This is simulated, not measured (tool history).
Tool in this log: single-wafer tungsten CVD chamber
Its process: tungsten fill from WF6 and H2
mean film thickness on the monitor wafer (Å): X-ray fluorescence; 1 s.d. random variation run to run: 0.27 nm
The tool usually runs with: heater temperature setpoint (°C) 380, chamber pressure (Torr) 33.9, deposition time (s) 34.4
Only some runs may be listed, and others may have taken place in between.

run	day	heater temperature setpoint (°C)	chamber pressure (Torr)	deposition time (s)	wafers since the last listed run	hours since the last thermocouple change	hours since the last manometer calibration	hours since the showerhead was replaced	hours since the gauge calibration	read-back reference wafer on the same gauge, thickness_nm	mean film thickness on the monitor wafer (Å)
1	0	380	33.9	34.4	0	1944.1	946	7039.9	68	74.14	681.03
2	0.354	380	33.9	34.4	134	1952.6	954.5	7048.4	76.5	74.036	684.13
3	0.654	380	33.9	34.4	114	1959.8	961.7	7055.6	83.7	73.997	682.68
4	0.971	380	38.6	38.4	120	1967.4	969.3	7063.2	91.3	74.015	794.43
5	1.708	380	38.6	38.4	281	1985.1	987	7080.9	109	74.117	800.45
6	2.4	380	33.9	32.6	263	2001.7	1003.6	7097.5	125.6	74.196	650.22
7	2.75	380	33.9	32.6	133	2010.1	1012	7105.9	134	74.212	647.32
8	3.046	380	33.9	32.6	112	2017.2	1019.1	7113	141.1	74.18	646.46
9	3.429	380	33.9	34.4	146	2026.4	1028.3	7122.2	150.3	74.015	682.01
10	3.842	380	33.9	34.4	157	2036.3	1038.2	7132.1	160.2	74.127	683.51
11	4.446	376	29.8	34.4	230	2050.8	1052.7	7146.6	174.7	74.138	609.85
12	5.004	376	29.8	34.4	212	2064.2	1066.1	7160	188.1	73.943	611.54
13	5.271	376	29.8	34.4	101	2070.6	1072.5	7166.4	194.5	74.158	612.22
# day 5.871: showerhead replaced
14	5.892	380	33.9	34.4	109	2085.5	1087.4	0.5	209.4	74.111	680.31
15	6.212	393	29.8	32.5	122	2093.2	1095.1	8.2	217.1	74.301	780.62
16	6.883	380	36.3	39.6	255	2109.3	1111.2	24.3	233.2	74.048	807.2
# day 7.25: thermocouple changed; heater temperature recalibrated
17	7.508	380	33.9	34.4	111	6.2	1126.2	39.3	248.2	74.222	645.14
18	7.888	380	38.6	38.4	144	15.3	1135.3	48.4	257.3	74.229	747.66
# day 8.238: capacitance manometer re-zeroed and calibrated
19	8.6	380	38.5	34.4	144	32.4	8.7	65.5	274.4	74.107	666.43
# day 8.662: gauge calibrated
20	9.212	380	33.9	34.4	233	47.1	23.4	80.2	13.2	74.173	642.54
# day 9.721: thermocouple changed; heater temperature recalibrated, repeated, since the last time left the tool worse
21	10.275	380	33.9	28.9	277	13.3	48.9	105.7	38.7	74.042	622.06
22	10.692	380	37.8	34.4	158	23.3	58.9	115.7	48.7	74.079	755.63
23	11.133	367	33.9	28	168	33.9	69.5	126.3	59.3	74.174	471.05
24	11.492	380	33.9	29	136	42.5	78.1	134.9	67.9	74.108	615.04
25	11.942	380	33.9	34.4	171	53.3	88.9	145.7	78.7	74.005	727.39
26	12.283	372	33.9	29.9	130	61.5	97.1	153.9	86.9	74.055	549.43
27	12.596	393	29.8	32.5	119	69	104.6	161.4	94.4	74.105	831.62
28	13.021	390	33.9	34.4	161	79.2	114.8	171.6	104.6	74.01	875.74
29	13.417	380	33.9	34.4	150	88.7	124.3	181.1	114.1	74.022	729.48

Consider 5 possible next runs. They are alternatives, not a sequence: every one starts from the tool as it was left by run 29. What does each give?
A	13.433	387	33.9	34.4	6	89.1	124.7	181.5	114.5	?	?
B	13.433	387	37.6	38.6	6	89.1	124.7	181.5	114.5	?	?
C	13.433	368	33.9	40.1	6	89.1	124.7	181.5	114.5	?	?
D	13.433	380	26.6	34.4	6	89.1	124.7	181.5	114.5	?	?
E	13.433	385	30.2	34.4	6	89.1	124.7	181.5	114.5	?	?

run	read-back reference wafer on the same gauge, thickness_nm	mean film thickness on the monitor wafer (Å)
A	74.301	826.52
B	74.301	956.93
C	74.301	684.05
D	74.301	682.65
E	74.301	772.13
Without the tool's hidden state the same runs would have given:
run	mean film thickness on the monitor wafer (Å)
A	836.4
B	968.38
C	692.89
D	691.09
E	781.42
